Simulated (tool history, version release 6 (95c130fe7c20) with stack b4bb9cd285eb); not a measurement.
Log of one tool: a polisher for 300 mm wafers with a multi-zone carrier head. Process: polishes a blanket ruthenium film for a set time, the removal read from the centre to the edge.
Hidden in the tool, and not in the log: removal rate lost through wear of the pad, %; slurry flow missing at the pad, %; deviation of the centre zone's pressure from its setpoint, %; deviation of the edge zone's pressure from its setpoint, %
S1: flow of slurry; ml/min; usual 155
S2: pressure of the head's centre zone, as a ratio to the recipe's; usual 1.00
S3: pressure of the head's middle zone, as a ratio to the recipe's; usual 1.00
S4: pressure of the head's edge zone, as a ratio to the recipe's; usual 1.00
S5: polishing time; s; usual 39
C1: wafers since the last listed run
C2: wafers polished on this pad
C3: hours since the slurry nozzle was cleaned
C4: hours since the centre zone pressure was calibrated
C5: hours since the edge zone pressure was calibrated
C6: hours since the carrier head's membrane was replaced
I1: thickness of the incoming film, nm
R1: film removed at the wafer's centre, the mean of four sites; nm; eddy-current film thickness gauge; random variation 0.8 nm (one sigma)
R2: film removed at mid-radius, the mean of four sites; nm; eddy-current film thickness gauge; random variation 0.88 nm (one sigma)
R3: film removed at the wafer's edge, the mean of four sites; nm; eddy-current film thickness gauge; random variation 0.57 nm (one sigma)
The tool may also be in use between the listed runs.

Run 1, day 0.000: usual settings but S4 0.96; C1 0; C2 212; C3 232.8; C4 1198.4; C5 225.2; C6 1274.2; I1 310.0. Result: R1 57.7 nm, R2 58.3 nm, R3 53.5 nm.
Run 2, day 0.904: usual settings but S4 0.96; C1 142; C2 354; C3 254.5; C4 1220.1; C5 246.9; C6 1295.9; I1 312.8. Result: R1 56.8 nm, R2 56.4 nm, R3 55.3 nm.
Run 3, day 1.917: usual settings but S3 1.05; C1 159; C2 514; C3 278.8; C4 1244.4; C5 271.2; C6 1320.2; I1 306.9. Result: R1 55.9 nm, R2 58.4 nm, R3 56.3 nm.
Run 4, day 2.425: usual settings but S3 1.05; C1 80; C2 594; C3 291.0; C4 1256.6; C5 283.4; C6 1332.4; I1 309.7. Result: R1 55.7 nm, R2 58.4 nm, R3 56.3 nm.
At day 2.921: slurry nozzle cleaned.
At day 5.738: worn pad replaced by a new one.
Run 5, day 6.138: usual settings; C1 552; C2 63; C3 77.2; C4 1345.7; C5 372.5; C6 1421.5; I1 313.7. Result: R1 58.6 nm, R2 58.3 nm, R3 55.9 nm.
Run 6, day 7.367: usual settings; C1 193; C2 257; C3 106.7; C4 1375.2; C5 402.0; C6 1451.0; I1 308.9. Result: R1 57.1 nm, R2 57.4 nm, R3 56.5 nm.
Run 7, day 8.183: usual settings; C1 128; C2 385; C3 126.3; C4 1394.8; C5 421.6; C6 1470.6; I1 313.0. Result: R1 57.0 nm, R2 57.3 nm, R3 55.8 nm.
Run 8, day 8.800: usual settings but S3 1.07; C1 97; C2 483; C3 141.1; C4 1409.6; C5 436.4; C6 1485.4; I1 307.6. Result: R1 57.3 nm, R2 62.2 nm, R3 56.4 nm.
Run 9, day 9.692: usual settings but S3 1.05; C1 140; C2 623; C3 162.5; C4 1431.0; C5 457.8; C6 1506.8; I1 312.3. Result: R1 56.9 nm, R2 59.1 nm, R3 56.0 nm.
At day 10.279: centre zone pressure recalibrated.
Run 10, day 10.779: usual settings but S1 170 ml/min, S4 0.89; C1 158; C2 782; C3 188.6; C4 12.0; C5 483.9; C6 1532.9; I1 307.2. Result: R1 57.4 nm, R2 58.5 nm, R3 53.8 nm.
At day 11.179: worn pad replaced by a new one.
At day 11.333: edge zone pressure recalibrated.
Run 11, day 12.096: usual settings; C1 168; C2 131; C3 220.2; C4 43.6; C5 18.3; C6 1564.5; I1 315.9. Result: R1 56.4 nm, R2 57.1 nm, R3 57.0 nm.
At day 12.846: slurry nozzle cleaned.
Run 12, day 13.167: usual settings but S2 0.92, S3 0.91, S4 0.93, S5 51 s; C1 162; C2 293; C3 7.7; C4 69.3; C5 44.0; C6 1590.2; I1 315.5. Result: R1 72.5 nm, R2 70.7 nm, R3 72.4 nm.
At day 13.746: carrier head's membrane replaced by a new one.
Run 13, day 14.675: usual settings but S1 115 ml/min, S4 1.11; C1 204; C2 498; C3 43.9; C4 105.5; C5 80.2; C6 22.3; I1 309.3. Result: R1 52.9 nm, R2 56.1 nm, R3 56.8 nm.
Run 14, day 16.075: usual settings but S4 0.96; C1 220; C2 719; C3 77.5; C4 139.1; C5 113.8; C6 55.9; I1 309.5. Result: R1 57.5 nm, R2 58.0 nm, R3 54.0 nm.
At day 16.992: worn pad replaced by a new one.
Run 15, day 17.525: usual settings but S1 120 ml/min; C1 202; C2 84; C3 112.3; C4 173.9; C5 148.6; C6 90.7; I1 310.2. Result: R1 54.4 nm, R2 54.1 nm, R3 54.3 nm.

The tool's hidden state at each run:
removal rate lost through wear of the pad, %: 0 in every run
deviation of the centre zone's pressure from its setpoint, %: 0 in every run
deviation of the edge zone's pressure from its setpoint, %: 0 in every run
H1: slurry flow missing at the pad, %
run    H1
  1  22.7
  2  23.1
  3  23.4
  4  23.6
  5  14.3
  6  17.2
  7  18.7
  8  19.6
  9  20.7
 10  21.7
 11  22.6
 12  5.22
 13  12.5
 14  17.1
 15  20.4
